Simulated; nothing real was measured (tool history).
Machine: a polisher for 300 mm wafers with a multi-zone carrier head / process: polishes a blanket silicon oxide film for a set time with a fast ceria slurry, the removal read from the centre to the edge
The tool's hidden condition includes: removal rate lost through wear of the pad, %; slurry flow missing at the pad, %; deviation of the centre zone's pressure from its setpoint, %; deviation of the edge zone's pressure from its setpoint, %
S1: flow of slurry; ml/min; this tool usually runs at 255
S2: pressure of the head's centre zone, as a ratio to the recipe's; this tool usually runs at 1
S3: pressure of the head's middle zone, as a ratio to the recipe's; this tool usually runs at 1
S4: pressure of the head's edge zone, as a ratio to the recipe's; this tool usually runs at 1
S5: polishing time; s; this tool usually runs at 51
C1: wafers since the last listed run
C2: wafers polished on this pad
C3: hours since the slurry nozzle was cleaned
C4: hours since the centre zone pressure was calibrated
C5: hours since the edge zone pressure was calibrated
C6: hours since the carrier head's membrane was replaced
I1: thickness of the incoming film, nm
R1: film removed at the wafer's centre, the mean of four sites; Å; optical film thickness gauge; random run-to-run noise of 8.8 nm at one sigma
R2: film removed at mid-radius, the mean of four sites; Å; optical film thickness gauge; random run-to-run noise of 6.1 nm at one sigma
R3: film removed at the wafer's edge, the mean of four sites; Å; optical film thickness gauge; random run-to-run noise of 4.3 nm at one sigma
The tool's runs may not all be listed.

| run | hour | S1 | S2 | S3 | S4 | S5 | C1 | C2 | C3 | C4 | C5 | C6 | I1 | R1 | R2 | R3 |
|---|---|---|---|---|---|---|---|---|---|---|---|---|---|---|---|---|
| 1 | 0 | 255 | 1 | 0.91 | 1.05 | 62 | 0 | 345 | 413.2 | 459.4 | 763.7 | 693.9 | 2365.9 | 7504 | 6803 | 7839 |
|  | 19.7 | centre zone pressure recalibrated |
|  | 30.8 | edge zone pressure recalibrated |
| 2 | 37 | 255 | 1 | 1 | 1 | 51 | 393 | 738 | 450.2 | 17.3 | 6.2 | 730.9 | 2382 | 6237 | 6047 | 6241 |
| 3 | 96.9 | 255 | 1 | 1 | 1 | 51 | 713 | 1452 | 510.1 | 77.2 | 66.1 | 790.8 | 2425.6 | 6056 | 6122 | 6244 |
|  | 98.8 | slurry nozzle cleaned |
| 4 | 144.6 | 255 | 1 | 1.05 | 1 | 51 | 556 | 2009 | 45.8 | 124.9 | 113.8 | 838.5 | 2384.6 | 5979 | 6296 | 6219 |
| 5 | 216 | 185 | 1 | 1 | 1.04 | 51 | 850 | 2860 | 117.2 | 196.3 | 185.2 | 909.9 | 2368.7 | 6078 | 5862 | 6184 |
|  | 235.3 | carrier head's membrane replaced by a new one |
| 6 | 264.6 | 290 | 1 | 1 | 0.88 | 40 | 519 | 3379 | 165.8 | 244.9 | 233.8 | 29.3 | 2417.2 | 4964 | 4710 | 4675 |
| 7 | 321.2 | 325 | 1 | 1.04 | 0.91 | 51 | 674 | 4054 | 222.4 | 301.5 | 290.4 | 85.9 | 2361.9 | 6316 | 6335 | 6090 |
| 8 | 359.1 | 315 | 1.05 | 0.91 | 1.09 | 51 | 451 | 4505 | 260.3 | 339.4 | 328.3 | 123.8 | 2403 | 6560 | 5556 | 6700 |
| 9 | 386.1 | 255 | 1 | 1.06 | 1 | 69 | 321 | 4827 | 287.3 | 366.4 | 355.3 | 150.8 | 2383.2 | 8282 | 8501 | 8394 |
| 10 | 426.3 | 165 | 1 | 0.94 | 0.95 | 57 | 479 | 5306 | 327.5 | 406.6 | 395.5 | 191 | 2409.7 | 6523 | 6026 | 6531 |
| 11 | 474.8 | 255 | 1 | 1 | 1 | 51 | 578 | 5884 | 376 | 455.1 | 444 | 239.5 | 2362.4 | 6198 | 6034 | 6249 |
|  | 503.4 | centre zone pressure recalibrated |
|  | 523.2 | worn pad replaced by a new one |
| 12 | 536.1 | 225 | 1 | 0.92 | 1 | 51 | 659 | 153 | 437.3 | 32.7 | 505.3 | 300.8 | 2411 | 6229 | 5564 | 6215 |
| 13 | 564.9 | 255 | 0.92 | 1 | 1 | 51 | 343 | 497 | 466.1 | 61.5 | 534.1 | 329.6 | 2360.4 | 5579 | 5952 | 6121 |
|  | 585.9 | slurry nozzle cleaned |
| 14 | 635.3 | 255 | 1 | 1.03 | 1.12 | 35 | 827 | 1324 | 49.4 | 131.9 | 604.5 | 400 | 2402.7 | 4159 | 4351 | 4561 |
| 15 | 665.7 | 255 | 1 | 1.09 | 0.92 | 57 | 362 | 1686 | 79.8 | 162.3 | 634.9 | 430.4 | 2370.2 | 6854 | 7244 | 6755 |
| 16 | 690 | 255 | 1 | 1 | 1 | 51 | 289 | 1976 | 104.1 | 186.6 | 659.2 | 454.7 | 2427.7 | 6313 | 6009 | 6264 |
| 17 | 720.1 | 335 | 1 | 0.96 | 1 | 51 | 358 | 2334 | 134.2 | 216.7 | 689.3 | 484.8 | 2396.5 | 6414 | 6034 | 6333 |
| 18 | 768.4 | 255 | 1 | 1 | 1 | 51 | 575 | 2910 | 182.5 | 265 | 737.6 | 533.1 | 2392.8 | 6346 | 6100 | 6270 |
| 19 | 927.1 | 255 | 0.89 | 1 | 1 | 62 | 1891 | 4802 | 341.2 | 423.7 | 896.3 | 691.8 | 2349 | 6592 | 7330 | 7689 |
|  | 939.9 | edge zone pressure recalibrated |
| 20 | 969.5 | 310 | 1.11 | 1.09 | 0.97 | 51 | 481 | 5283 | 383.6 | 466.1 | 29.6 | 734.2 | 2404.4 | 6858 | 6493 | 6220 |
|  | 996.4 | centre zone pressure recalibrated |
| 21 | 998.4 | 255 | 1.09 | 1 | 1 | 51 | 320 | 5604 | 412.5 | 2 | 58.5 | 763.1 | 2359.4 | 6785 | 6103 | 6267 |

Alternative continuations, all from the tool just after run 21; predict every row:
| A | 998.8 | 255 | 1 | 1 | 1 | 51 | 4 | 5608 | 412.9 | 2.4 | 58.9 | 763.5 | 2424.8 | ? | ? | ? |
| B | 998.8 | 255 | 0.96 | 1 | 1.07 | 51 | 4 | 5608 | 412.9 | 2.4 | 58.9 | 763.5 | 2424.8 | ? | ? | ? |
| C | 998.8 | 255 | 1 | 1 | 1.11 | 60 | 4 | 5608 | 412.9 | 2.4 | 58.9 | 763.5 | 2424.8 | ? | ? | ? |
| D | 998.8 | 255 | 1 | 1 | 1 | 40 | 4 | 5608 | 412.9 | 2.4 | 58.9 | 763.5 | 2424.8 | ? | ? | ? |
| E | 998.8 | 255 | 1 | 1 | 1 | 61 | 4 | 5608 | 412.9 | 2.4 | 58.9 | 763.5 | 2424.8 | ? | ? | ? |

| run | R1 | R2 | R3 |
|---|---|---|---|
| A | 6203 | 6088 | 6208 |
| B | 5953 | 6089 | 6418 |
| C | 7297 | 7162 | 7691 |
| D | 4865 | 4775 | 4869 |
| E | 7419 | 7282 | 7425 |
Had the tool no hidden state, the same runs would have come out as:
| run | R1 | R2 | R3 |
|---|---|---|---|
| A | 6203 | 6088 | 6208 |
| B | 5953 | 6089 | 6418 |
| C | 7297 | 7162 | 7691 |
| D | 4865 | 4775 | 4869 |
| E | 7419 | 7282 | 7425 |

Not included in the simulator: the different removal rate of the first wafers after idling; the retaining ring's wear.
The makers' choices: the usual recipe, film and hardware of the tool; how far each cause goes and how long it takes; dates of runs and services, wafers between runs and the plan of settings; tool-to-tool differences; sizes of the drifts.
